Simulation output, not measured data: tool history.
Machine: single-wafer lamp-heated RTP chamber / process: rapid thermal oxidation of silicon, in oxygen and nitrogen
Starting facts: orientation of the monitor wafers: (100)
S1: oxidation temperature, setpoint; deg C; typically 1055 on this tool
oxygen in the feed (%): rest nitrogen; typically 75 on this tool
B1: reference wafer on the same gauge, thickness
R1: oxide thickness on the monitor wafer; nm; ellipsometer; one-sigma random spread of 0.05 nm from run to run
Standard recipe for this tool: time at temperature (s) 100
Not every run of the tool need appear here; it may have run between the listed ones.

{"run": 1, "hour": 0.0, "S1": 1055, "time at temperature (s)": 100, "oxygen in the feed (%)": 75, "B1": 10.199, "R1": 10.608}
{"run": 2, "hour": 31.9, "S1": 1055, "time at temperature (s)": 100, "oxygen in the feed (%)": 75, "B1": 10.212, "R1": 10.746}
{"run": 3, "hour": 81.7, "S1": 1055, "time at temperature (s)": 100, "oxygen in the feed (%)": 75, "B1": 10.195, "R1": 10.878}
{"run": 4, "hour": 144.7, "S1": 1065, "time at temperature (s)": 100, "oxygen in the feed (%)": 75, "B1": 10.217, "R1": 11.822}
{"hour": 155.4, "done": "pyrometer window cleaned and pyrometer calibrated"}
{"run": 5, "hour": 207.8, "S1": 1065, "time at temperature (s)": 100, "oxygen in the feed (%)": 75, "B1": 10.205, "R1": 11.274}
{"run": 6, "hour": 262.0, "S1": 1055, "time at temperature (s)": 100, "oxygen in the feed (%)": 75, "B1": 10.217, "R1": 10.66}
{"run": 7, "hour": 290.2, "S1": 1055, "time at temperature (s)": 100, "oxygen in the feed (%)": 75, "B1": 10.2, "R1": 10.672}
{"run": 8, "hour": 345.7, "S1": 1055, "time at temperature (s)": 100, "oxygen in the feed (%)": 75, "B1": 10.189, "R1": 10.929}
{"hour": 382.4, "done": "pyrometer window cleaned and pyrometer calibrated"}
{"run": 9, "hour": 389.6, "S1": 1032, "time at temperature (s)": 136, "oxygen in the feed (%)": 75, "B1": 10.22, "R1": 10.254}
{"run": 10, "hour": 446.4, "S1": 1032, "time at temperature (s)": 136, "oxygen in the feed (%)": 75, "B1": 10.218, "R1": 10.354}
{"hour": 460.7, "done": "gauge calibrated"}
{"run": 11, "hour": 516.1, "S1": 1032, "time at temperature (s)": 136, "oxygen in the feed (%)": 75, "B1": 10.205, "R1": 10.646}
{"hour": 558.0, "done": "oxygen flow controller replaced"}
{"run": 12, "hour": 562.6, "S1": 1055, "time at temperature (s)": 100, "oxygen in the feed (%)": 75, "B1": 10.207, "R1": 10.824}
{"run": 13, "hour": 597.0, "S1": 1055, "time at temperature (s)": 100, "oxygen in the feed (%)": 75, "B1": 10.218, "R1": 11.077}
{"hour": 611.7, "done": "pyrometer window cleaned and pyrometer calibrated"}
{"run": 14, "hour": 631.2, "S1": 1055, "time at temperature (s)": 100, "oxygen in the feed (%)": 75, "B1": 10.208, "R1": 10.333}
{"run": 15, "hour": 771.2, "S1": 1044, "time at temperature (s)": 69, "oxygen in the feed (%)": 55, "B1": 10.195, "R1": 7.557}
{"run": 16, "hour": 819.2, "S1": 1044, "time at temperature (s)": 78, "oxygen in the feed (%)": 98, "B1": 10.202, "R1": 9.96}
{"hour": 841.7, "done": "pyrometer window cleaned and pyrometer calibrated"}
{"run": 17, "hour": 855.3, "S1": 1055, "time at temperature (s)": 64, "oxygen in the feed (%)": 98, "B1": 10.216, "R1": 9.312}
{"run": 18, "hour": 924.6, "S1": 1085, "time at temperature (s)": 118, "oxygen in the feed (%)": 75, "B1": 10.208, "R1": 13.964}

The next listed run, before its measurement:
{"run": 19, "hour": 957.6, "S1": 1055, "time at temperature (s)": 100, "oxygen in the feed (%)": 75, "B1": "?", "R1": "?"}

B1: 10.193
R1: 10.699 nm
With no hidden state in the tool, this same run would have given R1 10.408 nm.

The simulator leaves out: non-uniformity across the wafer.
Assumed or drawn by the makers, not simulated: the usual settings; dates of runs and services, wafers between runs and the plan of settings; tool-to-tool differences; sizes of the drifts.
